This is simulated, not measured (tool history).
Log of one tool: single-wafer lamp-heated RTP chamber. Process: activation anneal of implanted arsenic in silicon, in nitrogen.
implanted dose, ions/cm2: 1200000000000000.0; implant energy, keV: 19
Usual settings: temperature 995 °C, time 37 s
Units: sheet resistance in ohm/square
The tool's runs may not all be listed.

run     day  temperature  time  read-back reference wafer on the same gauge, sheet resistance  sheet resistance
  1       0          995    37                                                         111.84            113.63
  2   2.062          995    37                                                         112.33            113.93
  3   4.779          995    37                                                         111.81             113.2
  4   6.338          995    37                                                         111.94             114.1
  5   7.812          995    37                                                         112.26            113.55
  6   9.875         1009    37                                                         112.25            108.49
  7  12.521          995    37                                                         112.07            113.76
  8  13.808          995    37                                                         112.29            113.16
  9  16.262          995    37                                                         111.88            114.56
 10  18.854         1022    26                                                         111.93            109.41
 11  21.296          986    37                                                         112.02            116.72
 12  24.421         1015    16                                                         112.16            118.26
 13  27.025          979    53                                                         112.07            115.17
 14  29.771         1012    56                                                         111.82            103.13
 15  32.371         1022    30                                                            112            106.67

Taken out of this log: 4 entries between the listed runs. Where each belongs, and how the hidden state differs across it:
Between runs 5 and 6: pyrometer window cleaned and pyrometer calibrated (day 9.854)
  no hidden state differs between the two runs
Between runs 6 and 7: gauge calibrated (day 10.871); reflector plate cleaned (day 12.5)
  no hidden state differs between the two runs
Between runs 12 and 13: pyrometer window cleaned and pyrometer calibrated (day 26.504)
  no hidden state differs between the two runs
